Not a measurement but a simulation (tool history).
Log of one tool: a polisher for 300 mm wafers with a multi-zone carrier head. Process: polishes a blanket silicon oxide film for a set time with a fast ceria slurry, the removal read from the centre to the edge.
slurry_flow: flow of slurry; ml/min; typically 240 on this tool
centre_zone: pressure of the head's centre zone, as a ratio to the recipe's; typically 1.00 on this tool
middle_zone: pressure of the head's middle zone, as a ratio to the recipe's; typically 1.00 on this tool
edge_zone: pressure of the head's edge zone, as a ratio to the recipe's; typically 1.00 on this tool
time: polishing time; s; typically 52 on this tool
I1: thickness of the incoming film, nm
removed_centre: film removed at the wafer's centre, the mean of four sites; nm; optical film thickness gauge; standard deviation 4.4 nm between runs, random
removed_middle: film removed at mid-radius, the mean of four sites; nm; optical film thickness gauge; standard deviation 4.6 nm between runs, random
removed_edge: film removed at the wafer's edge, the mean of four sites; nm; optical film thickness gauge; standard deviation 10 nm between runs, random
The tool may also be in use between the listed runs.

Run 1, day 0.000: usual settings but centre_zone 0.92, middle_zone 0.94, edge_zone 1.05; I1 2628.1. Result: removed_centre 668.2 nm, removed_middle 679.0 nm, removed_edge 732.2 nm.
Run 2, day 0.925: usual settings but slurry_flow 300 ml/min, centre_zone 0.91, time 40 s; I1 2635.6. Result: removed_centre 517.3 nm, removed_middle 560.6 nm, removed_edge 550.6 nm.
At day 1.442: edge zone pressure recalibrated.
Run 3, day 2.404: usual settings but slurry_flow 195 ml/min, centre_zone 0.94, middle_zone 0.88, edge_zone 1.07; I1 2659.4. Result: removed_centre 649.5 nm, removed_middle 623.0 nm, removed_edge 708.8 nm.
Run 4, day 5.429: usual settings but middle_zone 0.90; I1 2652.2. Result: removed_centre 706.3 nm, removed_middle 653.0 nm, removed_edge 679.3 nm.
At day 5.729: worn pad replaced by a new one.
Run 5, day 9.154: usual settings but time 60 s; I1 2586.4. Result: removed_centre 821.9 nm, removed_middle 831.7 nm, removed_edge 814.9 nm.
Run 6, day 9.712: usual settings; I1 2633.3. Result: removed_centre 708.5 nm, removed_middle 710.5 nm, removed_edge 709.7 nm.
Run 7, day 10.625: usual settings but centre_zone 1.08, middle_zone 1.11, edge_zone 1.11, time 66 s; I1 2673.5. Result: removed_centre 958.9 nm, removed_middle 988.6 nm, removed_edge 937.3 nm.
At day 11.471: slurry nozzle cleaned.
Run 8, day 11.842: usual settings but slurry_flow 305 ml/min, edge_zone 1.04, time 67 s; I1 2625.1. Result: removed_centre 932.6 nm, removed_middle 930.5 nm, removed_edge 960.9 nm.
Run 9, day 12.988: usual settings but centre_zone 0.97, middle_zone 1.08, time 60 s; I1 2663.5. Result: removed_centre 784.4 nm, removed_middle 865.2 nm, removed_edge 813.7 nm.
Run 10, day 16.075: usual settings but time 58 s; I1 2620.0. Result: removed_centre 777.4 nm, removed_middle 786.7 nm, removed_edge 768.4 nm.
Run 11, day 16.908: usual settings but slurry_flow 210 ml/min, middle_zone 1.12, edge_zone 0.92; I1 2603.2. Result: removed_centre 679.2 nm, removed_middle 746.7 nm, removed_edge 650.3 nm.
Run 12, day 17.562: usual settings but edge_zone 0.95, time 69 s; I1 2617.6. Result: removed_centre 924.9 nm, removed_middle 938.5 nm, removed_edge 911.6 nm.
At day 18.817: worn pad replaced by a new one.
Run 13, day 18.838: usual settings but edge_zone 1.08; I1 2634.6. Result: removed_centre 732.4 nm, removed_middle 735.4 nm, removed_edge 769.6 nm.
Run 14, day 19.654: usual settings but slurry_flow 165 ml/min, middle_zone 0.90; I1 2655.3. Result: removed_centre 685.2 nm, removed_middle 632.3 nm, removed_edge 701.8 nm.
Run 15, day 20.596: usual settings; I1 2666.7. Result: removed_centre 716.3 nm, removed_middle 728.6 nm, removed_edge 733.1 nm.
Run 16, day 21.583: usual settings; I1 2651.4. Result: removed_centre 726.0 nm, removed_middle 715.2 nm, removed_edge 712.3 nm.
Run 17, day 25.742: usual settings; I1 2625.5. Result: removed_centre 696.5 nm, removed_middle 706.3 nm, removed_edge 690.4 nm.
Run 18, day 27.054: usual settings but slurry_flow 265 ml/min, edge_zone 1.09, time 45 s; I1 2632.5. Result: removed_centre 611.8 nm, removed_middle 613.9 nm, removed_edge 646.3 nm.

What will run 19 give?
Run 19, day 28.521: usual settings but slurry_flow 320 ml/min, middle_zone 1.03; I1 2647.2. Result: removed_centre ?, removed_middle ?, removed_edge ?.

Logged for run 19: removed_centre 726.9 nm, removed_middle 738.1 nm, removed_edge 709.2 nm.
Minus the tool's unlogged condition, the same run would have read removed_centre 765.3 nm, removed_middle 777.2 nm, removed_edge 746.7 nm.

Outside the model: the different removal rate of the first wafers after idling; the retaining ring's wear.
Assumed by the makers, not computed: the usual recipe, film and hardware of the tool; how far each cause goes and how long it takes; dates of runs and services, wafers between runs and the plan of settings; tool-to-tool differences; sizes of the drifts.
